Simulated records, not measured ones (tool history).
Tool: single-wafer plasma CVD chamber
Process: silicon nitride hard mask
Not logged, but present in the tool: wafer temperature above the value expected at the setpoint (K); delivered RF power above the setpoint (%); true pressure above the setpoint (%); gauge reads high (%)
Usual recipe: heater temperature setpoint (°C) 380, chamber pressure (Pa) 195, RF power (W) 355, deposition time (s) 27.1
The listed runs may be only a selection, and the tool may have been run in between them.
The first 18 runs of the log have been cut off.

run     day  heater temperature setpoint (°C)  chamber pressure (Pa)  RF power (W)  deposition time (s)  wafers since the last listed run  hours since the last thermocouple change  hours since the last RF generator calibration  hours since the last manometer calibration  hours since the showerhead was replaced  hours since the gauge calibration  read-back reference wafer on the same gauge, thickness_nm  mean film thickness on the monitor wafer (Å)
 19  58.692                               391                    195           320                 27.1                              1915                                      79.7                                          746.4                                      1550.9                                    740.2                              206.9                                                     32.336                                        329.39
 20  60.738                               372                    179           355                 23.3                              1382                                     128.8                                          795.5                                      1600.0                                    789.3                              256.0                                                     32.307                                        296.04
     61.779  -- capacitance manometer re-zeroed and calibrated
 21  64.417                               380                    213           355                 27.1                              2261                                     217.1                                          883.8                                        63.3                                    877.6                              344.3                                                     32.315                                        359.02
 22  67.754                               380                    195           420                 21.8                              2255                                     297.2                                          963.9                                       143.4                                    957.7                              424.4                                                     32.320                                        312.40
 23  70.896                               374                    195           355                 30.2                              2123                                     372.6                                         1039.3                                       218.8                                   1033.1                              499.8                                                     32.269                                        393.02
 24  73.746                               380                    224           315                 22.5                              1926                                     441.0                                         1107.7                                       287.2                                   1101.5                              568.2                                                     32.372                                        284.19
 25  77.204                               380                    195           355                 25.0                              2337                                     524.0                                         1190.7                                       370.2                                   1184.5                              651.2                                                     32.306                                        322.43
 26  78.796                               380                    195           355                 27.1                              1075                                     562.2                                         1228.9                                       408.4                                   1222.7                              689.4                                                     32.322                                        350.21
 27  82.958                               380                    195           355                 27.1                              2813                                     662.1                                         1328.8                                       508.3                                   1322.6                              789.3                                                     32.288                                        353.26
 28  86.971                               380                    195           355                 27.1                              2711                                     758.4                                         1425.1                                       604.6                                   1418.9                              885.6                                                     32.274                                        352.80
 29  91.121                               380                    195           295                 24.6                              2804                                     858.0                                         1524.7                                       704.2                                   1518.5                              985.2                                                     32.298                                        283.31
 30  94.067                               380                    195           355                 27.1                              1991                                     928.7                                         1595.4                                       774.9                                   1589.2                             1055.9                                                     32.280                                        353.45

Branching from run 30: 3 alternative next runs. What would each branch give?
  A  94.083                               380                    195           355                 28.8                                11                                     929.1                                         1595.8                                       775.3                                   1589.6                             1056.3                                                          ?                                             ?
  B  94.083                               372                    147           355                 30.8                                11                                     929.1                                         1595.8                                       775.3                                   1589.6                             1056.3                                                          ?                                             ?
  C  94.083                               380                    195           355                 24.0                                11                                     929.1                                         1595.8                                       775.3                                   1589.6                             1056.3                                                          ?                                             ?

run  read-back reference wafer on the same gauge, thickness_nm  mean film thickness on the monitor wafer (Å)
  A                                                     32.320                                        373.29
  B                                                     32.320                                        368.50
  C                                                     32.320                                        311.21
With no hidden state in the tool, these same runs would have given:
run  mean film thickness on the monitor wafer (Å)
  A                                        373.29
  B                                        368.50
  C                                        311.21
